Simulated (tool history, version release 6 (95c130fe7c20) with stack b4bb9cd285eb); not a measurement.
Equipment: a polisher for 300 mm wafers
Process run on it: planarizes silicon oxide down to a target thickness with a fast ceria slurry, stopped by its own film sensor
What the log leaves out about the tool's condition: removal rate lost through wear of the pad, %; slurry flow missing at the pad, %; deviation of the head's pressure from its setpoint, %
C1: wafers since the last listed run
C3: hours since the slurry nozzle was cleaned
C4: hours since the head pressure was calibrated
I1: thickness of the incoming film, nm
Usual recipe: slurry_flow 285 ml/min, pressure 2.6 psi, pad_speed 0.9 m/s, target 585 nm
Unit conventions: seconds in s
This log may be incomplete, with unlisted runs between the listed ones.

{"run": 1, "hour": 0.0, "slurry_flow": 285, "pressure": 2.6, "pad_speed": 0.9, "target": 585, "C1": 0, "wafers polished on this pad": 20, "C3": 146.5, "C4": 1219.4, "I1": 1250.8, "seconds": 49.8}
{"run": 2, "hour": 11.9, "slurry_flow": 285, "pressure": 1.9, "pad_speed": 0.9, "target": 585, "C1": 82, "wafers polished on this pad": 102, "C3": 158.4, "C4": 1231.3, "I1": 1260.9, "seconds": 64.7}
{"run": 3, "hour": 56.2, "slurry_flow": 285, "pressure": 2.6, "pad_speed": 0.68, "target": 585, "C1": 305, "wafers polished on this pad": 408, "C3": 202.7, "C4": 1275.6, "I1": 1262.5, "seconds": 71}
{"run": 4, "hour": 71.6, "slurry_flow": 285, "pressure": 3, "pad_speed": 0.9, "target": 585, "C1": 106, "wafers polished on this pad": 514, "C3": 218.1, "C4": 1291, "I1": 1280.6, "seconds": 51.8}
{"run": 5, "hour": 81.7, "slurry_flow": 285, "pressure": 3, "pad_speed": 0.9, "target": 585, "C1": 69, "wafers polished on this pad": 584, "C3": 228.2, "C4": 1301.1, "I1": 1272.9, "seconds": 50.1}
{"run": 6, "hour": 97.5, "slurry_flow": 285, "pressure": 3, "pad_speed": 0.9, "target": 585, "C1": 109, "wafers polished on this pad": 693, "C3": 244, "C4": 1316.9, "I1": 1286.2, "seconds": 51.8}
{"run": 7, "hour": 106.4, "slurry_flow": 285, "pressure": 2.6, "pad_speed": 0.82, "target": 585, "C1": 61, "wafers polished on this pad": 754, "C3": 252.9, "C4": 1325.8, "I1": 1286.6, "seconds": 64.8}
{"run": 8, "hour": 117.4, "slurry_flow": 285, "pressure": 2.6, "pad_speed": 0.9, "target": 585, "C1": 75, "wafers polished on this pad": 830, "C3": 263.9, "C4": 1336.8, "I1": 1269, "seconds": 58.2}
{"hour": 129.5, "done": "worn pad replaced by a new one, of another model than before"}
{"hour": 134.4, "done": "head pressure recalibrated"}
{"hour": 140.0, "done": "slurry nozzle cleaned"}
{"run": 9, "hour": 146.6, "slurry_flow": 260, "pressure": 2.6, "pad_speed": 0.9, "target": 585, "C1": 153, "wafers polished on this pad": 96, "C3": 6.6, "C4": 12.2, "I1": 1267.5, "seconds": 52.8}
{"run": 10, "hour": 162.7, "slurry_flow": 285, "pressure": 2.6, "pad_speed": 0.9, "target": 416, "C1": 111, "wafers polished on this pad": 208, "C3": 22.7, "C4": 28.3, "I1": 1268.2, "seconds": 66.9}
{"run": 11, "hour": 169.2, "slurry_flow": 285, "pressure": 2.6, "pad_speed": 0.9, "target": 416, "C1": 44, "wafers polished on this pad": 252, "C3": 29.2, "C4": 34.8, "I1": 1272.9, "seconds": 68}
{"run": 12, "hour": 178.8, "slurry_flow": 285, "pressure": 2.6, "pad_speed": 0.9, "target": 434, "C1": 66, "wafers polished on this pad": 319, "C3": 38.8, "C4": 44.4, "I1": 1284.1, "seconds": 67.5}
{"run": 13, "hour": 190.5, "slurry_flow": 285, "pressure": 2.6, "pad_speed": 0.8, "target": 585, "C1": 80, "wafers polished on this pad": 399, "C3": 50.5, "C4": 56.1, "I1": 1283.9, "seconds": 60.2}
{"run": 14, "hour": 207.4, "slurry_flow": 285, "pressure": 1.9, "pad_speed": 1.04, "target": 469, "C1": 116, "wafers polished on this pad": 516, "C3": 67.4, "C4": 73, "I1": 1264.3, "seconds": 65.8}
{"run": 15, "hour": 220.7, "slurry_flow": 330, "pressure": 2.6, "pad_speed": 0.9, "target": 585, "C1": 91, "wafers polished on this pad": 608, "C3": 80.7, "C4": 86.3, "I1": 1261.9, "seconds": 55.9}
{"run": 16, "hour": 233.3, "slurry_flow": 235, "pressure": 2.8, "pad_speed": 1.04, "target": 346, "C1": 86, "wafers polished on this pad": 695, "C3": 93.3, "C4": 98.9, "I1": 1288, "seconds": 68.7}
{"run": 17, "hour": 264.4, "slurry_flow": 285, "pressure": 2.9, "pad_speed": 1.08, "target": 585, "C1": 214, "wafers polished on this pad": 909, "C3": 124.4, "C4": 130, "I1": 1267, "seconds": 48.2}
{"run": 18, "hour": 280.9, "slurry_flow": 355, "pressure": 3, "pad_speed": 0.9, "target": 585, "C1": 113, "wafers polished on this pad": 1023, "C3": 140.9, "C4": 146.5, "I1": 1262.4, "seconds": 53.3}
{"run": 19, "hour": 290.3, "slurry_flow": 285, "pressure": 2, "pad_speed": 0.9, "target": 585, "C1": 64, "wafers polished on this pad": 1088, "C3": 150.3, "C4": 155.9, "I1": 1255.1, "seconds": 66.3}
{"run": 20, "hour": 296.5, "slurry_flow": 255, "pressure": 2.9, "pad_speed": 0.7, "target": 451, "C1": 42, "wafers polished on this pad": 1131, "C3": 156.5, "C4": 162.1, "I1": 1288, "seconds": 84.9}
{"hour": 301.7, "done": "worn pad replaced by a new one"}
{"run": 21, "hour": 342.1, "slurry_flow": 285, "pressure": 2.6, "pad_speed": 0.9, "target": 585, "C1": 286, "wafers polished on this pad": 278, "C3": 202.1, "C4": 207.7, "I1": 1272.4, "seconds": 56.1}
{"run": 22, "hour": 355.7, "slurry_flow": 285, "pressure": 2.1, "pad_speed": 0.9, "target": 801, "C1": 93, "wafers polished on this pad": 372, "C3": 215.7, "C4": 221.3, "I1": 1254.2, "seconds": 40.5}
{"run": 23, "hour": 380.2, "slurry_flow": 285, "pressure": 2.6, "pad_speed": 0.9, "target": 585, "C1": 169, "wafers polished on this pad": 541, "C3": 240.2, "C4": 245.8, "I1": 1268.6, "seconds": 56.2}
{"run": 24, "hour": 387.2, "slurry_flow": 285, "pressure": 2.6, "pad_speed": 0.9, "target": 585, "C1": 48, "wafers polished on this pad": 589, "C3": 247.2, "C4": 252.8, "I1": 1247.8, "seconds": 55.6}

Predict each of these 5 candidate next runs independently; none follows another, all start after run 24:
{"run": "A", "hour": 387.6, "slurry_flow": 285, "pressure": 2.6, "pad_speed": 0.9, "target": 425, "C1": 2, "wafers polished on this pad": 592, "C3": 247.6, "C4": 253.2, "I1": 1290.8, "seconds": "?"}
{"run": "B", "hour": 387.6, "slurry_flow": 220, "pressure": 2.6, "pad_speed": 1.06, "target": 716, "C1": 2, "wafers polished on this pad": 592, "C3": 247.6, "C4": 253.2, "I1": 1290.8, "seconds": "?"}
{"run": "C", "hour": 387.6, "slurry_flow": 285, "pressure": 2.9, "pad_speed": 0.9, "target": 585, "C1": 2, "wafers polished on this pad": 592, "C3": 247.6, "C4": 253.2, "I1": 1290.8, "seconds": "?"}
{"run": "D", "hour": 387.6, "slurry_flow": 285, "pressure": 2.6, "pad_speed": 1.06, "target": 467, "C1": 2, "wafers polished on this pad": 592, "C3": 247.6, "C4": 253.2, "I1": 1290.8, "seconds": "?"}
{"run": "E", "hour": 387.6, "slurry_flow": 285, "pressure": 2.2, "pad_speed": 0.68, "target": 358, "C1": 2, "wafers polished on this pad": 592, "C3": 247.6, "C4": 253.2, "I1": 1290.8, "seconds": "?"}

run=A seconds=73.4
run=B seconds=44
run=C seconds=56.8
run=D seconds=61.6
run=E seconds=104.4
With no hidden state in the tool, these same runs would have given:
run=A seconds=67.4
run=B seconds=40.4
run=C seconds=52.2
run=D seconds=56.6
run=E seconds=95.9
